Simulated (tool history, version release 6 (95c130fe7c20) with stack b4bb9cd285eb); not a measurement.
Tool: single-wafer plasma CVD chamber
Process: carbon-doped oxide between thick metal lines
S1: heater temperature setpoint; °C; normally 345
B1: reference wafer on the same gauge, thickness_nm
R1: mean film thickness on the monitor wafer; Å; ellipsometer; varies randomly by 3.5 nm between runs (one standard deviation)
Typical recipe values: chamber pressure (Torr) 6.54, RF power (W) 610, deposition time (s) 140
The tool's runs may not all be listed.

run 1 hour=0 | S1=351 chamber_pressure_(Torr)=6.54 RF_power_(W)=610 deposition_time_(s)=140 | B1=883.328 | R1=7754.62
run 2 hour=8.2 | S1=337 chamber_pressure_(Torr)=7.54 RF_power_(W)=610 deposition_time_(s)=140 | B1=886.257 | R1=8152.69
run 3 hour=21.2 | S1=337 chamber_pressure_(Torr)=7.54 RF_power_(W)=610 deposition_time_(s)=140 | B1=886.015 | R1=8179.34
run 4 hour=28.4 | S1=337 chamber_pressure_(Torr)=7.54 RF_power_(W)=610 deposition_time_(s)=140 | B1=883.766 | R1=8169.13
run 5 hour=35.4 | S1=345 chamber_pressure_(Torr)=5.54 RF_power_(W)=610 deposition_time_(s)=140 | B1=885.188 | R1=7820.02
run 6 hour=43 | S1=345 chamber_pressure_(Torr)=6.54 RF_power_(W)=610 deposition_time_(s)=140 | B1=883.459 | R1=7918.37
run 7 hour=55.7 | S1=345 chamber_pressure_(Torr)=6.54 RF_power_(W)=610 deposition_time_(s)=140 | B1=886.936 | R1=7909.55
run 8 hour=68.2 | S1=345 chamber_pressure_(Torr)=8.01 RF_power_(W)=610 deposition_time_(s)=140 | B1=887.093 | R1=7969.46
run 9 hour=84.4 | S1=345 chamber_pressure_(Torr)=6.54 RF_power_(W)=610 deposition_time_(s)=140 | B1=886.714 | R1=7946.95
run 10 hour=96.9 | S1=345 chamber_pressure_(Torr)=6.54 RF_power_(W)=550 deposition_time_(s)=140 | B1=883.532 | R1=7368.69
run 11 hour=113.3 | S1=345 chamber_pressure_(Torr)=6.54 RF_power_(W)=610 deposition_time_(s)=140 | B1=884.11 | R1=7867.28
-- hour=114 gauge calibrated
run 12 hour=124.8 | S1=352 chamber_pressure_(Torr)=6.54 RF_power_(W)=690 deposition_time_(s)=140 | B1=885.718 | R1=8266.23
-- hour=134.1 showerhead replaced
-- hour=134.5 RF generator calibrated
run 13 hour=140.2 | S1=345 chamber_pressure_(Torr)=6.54 RF_power_(W)=500 deposition_time_(s)=162 | B1=886.128 | R1=8583.37
run 14 hour=155.9 | S1=355 chamber_pressure_(Torr)=6.54 RF_power_(W)=610 deposition_time_(s)=162 | B1=882.668 | R1=9393.5
-- hour=167.9 capacitance manometer re-zeroed and calibrated
run 15 hour=169.2 | S1=345 chamber_pressure_(Torr)=6.54 RF_power_(W)=610 deposition_time_(s)=140 | B1=885.143 | R1=8377.13
run 16 hour=178.1 | S1=345 chamber_pressure_(Torr)=4.93 RF_power_(W)=650 deposition_time_(s)=148 | B1=887.716 | R1=9096.21
run 17 hour=191.6 | S1=345 chamber_pressure_(Torr)=6.54 RF_power_(W)=610 deposition_time_(s)=140 | B1=886.909 | R1=8395.12
-- hour=203.8 thermocouple changed; heater temperature recalibrated
run 18 hour=204.3 | S1=345 chamber_pressure_(Torr)=6.54 RF_power_(W)=500 deposition_time_(s)=125 | B1=883.144 | R1=6668.2
run 19 hour=215.3 | S1=345 chamber_pressure_(Torr)=6.54 RF_power_(W)=580 deposition_time_(s)=125 | B1=884.5 | R1=7275.22
run 20 hour=232.9 | S1=345 chamber_pressure_(Torr)=6.54 RF_power_(W)=610 deposition_time_(s)=140 | B1=883.964 | R1=8403.13
run 21 hour=246.5 | S1=345 chamber_pressure_(Torr)=6.54 RF_power_(W)=610 deposition_time_(s)=140 | B1=884.127 | R1=8359.78
run 22 hour=253.1 | S1=345 chamber_pressure_(Torr)=4.95 RF_power_(W)=610 deposition_time_(s)=140 | B1=886.419 | R1=8260.1
run 23 hour=263.5 | S1=341 chamber_pressure_(Torr)=6.54 RF_power_(W)=710 deposition_time_(s)=140 | B1=884.008 | R1=9345.33
run 24 hour=273.9 | S1=354 chamber_pressure_(Torr)=6.54 RF_power_(W)=610 deposition_time_(s)=140 | B1=885.043 | R1=8169.73
run 25 hour=287.6 | S1=345 chamber_pressure_(Torr)=6.54 RF_power_(W)=610 deposition_time_(s)=140 | B1=885.653 | R1=8455.87
run 26 hour=297.6 | S1=341 chamber_pressure_(Torr)=6.54 RF_power_(W)=560 deposition_time_(s)=140 | B1=882.562 | R1=8049.95
run 27 hour=304.9 | S1=351 chamber_pressure_(Torr)=4.98 RF_power_(W)=560 deposition_time_(s)=150 | B1=886.059 | R1=8240.07

Alternative continuations, all from the tool just after run 27; predict every row:
run A hour=305.3 | S1=345 chamber_pressure_(Torr)=6.54 RF_power_(W)=610 deposition_time_(s)=117 | B1=? | R1=?
run B hour=305.3 | S1=345 chamber_pressure_(Torr)=7.01 RF_power_(W)=530 deposition_time_(s)=129 | B1=? | R1=?
run C hour=305.3 | S1=345 chamber_pressure_(Torr)=5.28 RF_power_(W)=545 deposition_time_(s)=140 | B1=? | R1=?
run D hour=305.3 | S1=357 chamber_pressure_(Torr)=6.54 RF_power_(W)=610 deposition_time_(s)=140 | B1=? | R1=?
run E hour=305.3 | S1=345 chamber_pressure_(Torr)=6.54 RF_power_(W)=655 deposition_time_(s)=113 | B1=? | R1=?

run=A B1=885.041 R1=7042.06
run=B B1=885.041 R1=7122.63
run=C B1=885.041 R1=7742.46
run=D B1=885.041 R1=8134.01
run=E B1=885.041 R1=7109.86
Stripped of hidden state, with their random variation kept, the same runs would have yielded:
run=A R1=7096.89
run=B R1=7179.86
run=C R1=7804.68
run=D R1=8197.33
run=E R1=7163.93
